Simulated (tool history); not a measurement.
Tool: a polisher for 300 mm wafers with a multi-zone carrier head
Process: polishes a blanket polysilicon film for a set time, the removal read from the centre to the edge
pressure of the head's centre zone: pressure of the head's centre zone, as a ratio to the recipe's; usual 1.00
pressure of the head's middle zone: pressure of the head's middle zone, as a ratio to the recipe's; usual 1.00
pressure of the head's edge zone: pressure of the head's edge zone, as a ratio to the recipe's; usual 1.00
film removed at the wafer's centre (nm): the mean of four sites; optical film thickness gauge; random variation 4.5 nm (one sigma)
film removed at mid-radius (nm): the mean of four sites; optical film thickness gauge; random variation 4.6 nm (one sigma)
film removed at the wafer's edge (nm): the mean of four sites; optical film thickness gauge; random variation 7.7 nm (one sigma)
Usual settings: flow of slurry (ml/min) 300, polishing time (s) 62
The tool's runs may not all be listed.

run	hour	flow of slurry (ml/min)	pressure of the head's centre zone	pressure of the head's middle zone	pressure of the head's edge zone	polishing time (s)	incoming thickness of the incoming film, nm	film removed at the wafer's centre (nm)	film removed at mid-radius (nm)	film removed at the wafer's edge (nm)
1	0.0	300	1.00	0.91	1.06	62	2255.3	676.2	609.9	683.0
2	32.4	300	1.00	0.91	1.06	62	2283.7	677.7	609.0	676.5
3	87.9	300	1.00	1.00	1.00	62	2285.7	683.2	666.9	661.4
4	157.3	380	1.00	1.00	1.00	62	2278.5	696.2	682.3	675.3
5	210.9	300	1.00	1.00	1.00	62	2287.3	686.1	670.0	662.6
6	277.0	300	1.00	1.00	1.00	62	2296.1	674.7	663.4	666.1
7	334.2	300	1.00	0.95	1.00	62	2270.1	673.2	630.2	667.6
8	506.5	300	1.00	0.95	1.00	62	2279.2	679.6	640.1	660.2
9	570.8	260	0.93	1.00	1.00	74	2285.6	741.8	782.9	764.2
10	621.1	380	1.00	1.00	1.00	62	2289.7	698.3	681.5	670.2
11	653.3	260	0.93	1.00	1.00	74	2258.9	747.2	782.3	772.3
12	683.0	300	1.00	0.94	1.03	62	2261.5	681.1	625.7	666.4
13	734.3	300	0.91	1.00	1.11	62	2274.0	615.9	674.3	685.9
14	797.1	390	1.09	1.00	0.94	62	2299.3	766.3	679.0	641.3
15	838.8	300	1.00	1.00	1.00	62	2289.1	679.8	660.8	665.8
16	893.4	300	1.00	0.93	0.88	62	2223.9	668.3	624.6	616.8

Not shown: 12 entries that the log had between the listed runs. Between which runs, and how does the tool's hidden state differ before and after?
Between runs 2 and 3: slurry nozzle cleaned (hour 84.7); worn pad replaced by a new one (hour 85.0)
  no hidden state differs between the two runs
Between runs 5 and 6: worn pad replaced by a new one (hour 263.4); slurry nozzle cleaned (hour 276.5)
  no hidden state differs between the two runs
Between runs 6 and 7: edge zone pressure recalibrated (hour 279.1)
  no hidden state differs between the two runs
Between runs 7 and 8: worn pad replaced by a new one (hour 463.7); slurry nozzle cleaned (hour 483.9)
  no hidden state differs between the two runs
Between runs 8 and 9: carrier head's membrane replaced by a new one (hour 527.0); centre zone pressure recalibrated (hour 557.6)
  no hidden state differs between the two runs
Between runs 10 and 11: worn pad replaced by a new one (hour 630.1)
  no hidden state differs between the two runs
Between runs 12 and 13: slurry nozzle cleaned (hour 722.6)
  no hidden state differs between the two runs
Between runs 14 and 15: worn pad replaced by a new one (hour 815.1)
  no hidden state differs between the two runs

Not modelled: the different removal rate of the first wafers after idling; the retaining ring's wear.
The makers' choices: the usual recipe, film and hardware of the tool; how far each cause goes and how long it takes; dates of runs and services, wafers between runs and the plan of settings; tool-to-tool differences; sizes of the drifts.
